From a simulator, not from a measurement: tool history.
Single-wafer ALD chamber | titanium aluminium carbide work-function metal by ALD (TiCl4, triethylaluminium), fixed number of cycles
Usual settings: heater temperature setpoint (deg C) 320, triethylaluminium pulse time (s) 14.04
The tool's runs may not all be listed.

run	hour	heater temperature setpoint (deg C)	triethylaluminium pulse time (s)	read-back reference wafer on the same gauge, thickness_nm	mean film thickness on the monitor wafer (nm)
1	0	320	14.04	2.206	2.198
2	67.2	320	14.04	2.214	2.191
3	106.9	320	14.04	2.21	2.193
4	167.2	320	14.04	2.213	2.197
5	230.2	320	14.04	2.212	2.188
6	323.4	320	14.04	2.205	2.176
7	403.2	320	14.04	2.211	2.187
8	445.6	320	10.22	2.208	2.091
9	495.9	320	10.22	2.208	2.079
# hour 517.6: gauge calibrated
10	577.1	320	10.22	2.213	2.069
11	672.7	320	14.04	2.209	2.149
# hour 693.4: showerhead replaced
12	728.6	311	14.04	2.213	2.049
13	772.8	320	14.04	2.214	2.131
14	1043.3	320	14.04	2.209	2.049
# hour 1087.9: triethylaluminium bottle replaced
15	1133.5	306	16.61	2.209	2.047
# hour 1153.3: thermocouple changed; heater temperature recalibrated
16	1200.4	335	14.04	2.211	2.366
17	1283.7	320	10.22	2.209	2.132
18	1328.5	320	14.04	2.207	2.203
19	1409	320	14.04	2.215	2.204
20	1470.1	311	15.48	2.212	2.123
21	1561.5	320	11.23	2.21	2.148

Run 22 comes next. What will it give?
22	1613.5	326	17.08	?	?

read-back reference wafer on the same gauge, thickness_nm: 2.207
mean film thickness on the monitor wafer (nm): 2.266
Without the tool's hidden state the same run would have given mean film thickness on the monitor wafer (nm) 2.268.

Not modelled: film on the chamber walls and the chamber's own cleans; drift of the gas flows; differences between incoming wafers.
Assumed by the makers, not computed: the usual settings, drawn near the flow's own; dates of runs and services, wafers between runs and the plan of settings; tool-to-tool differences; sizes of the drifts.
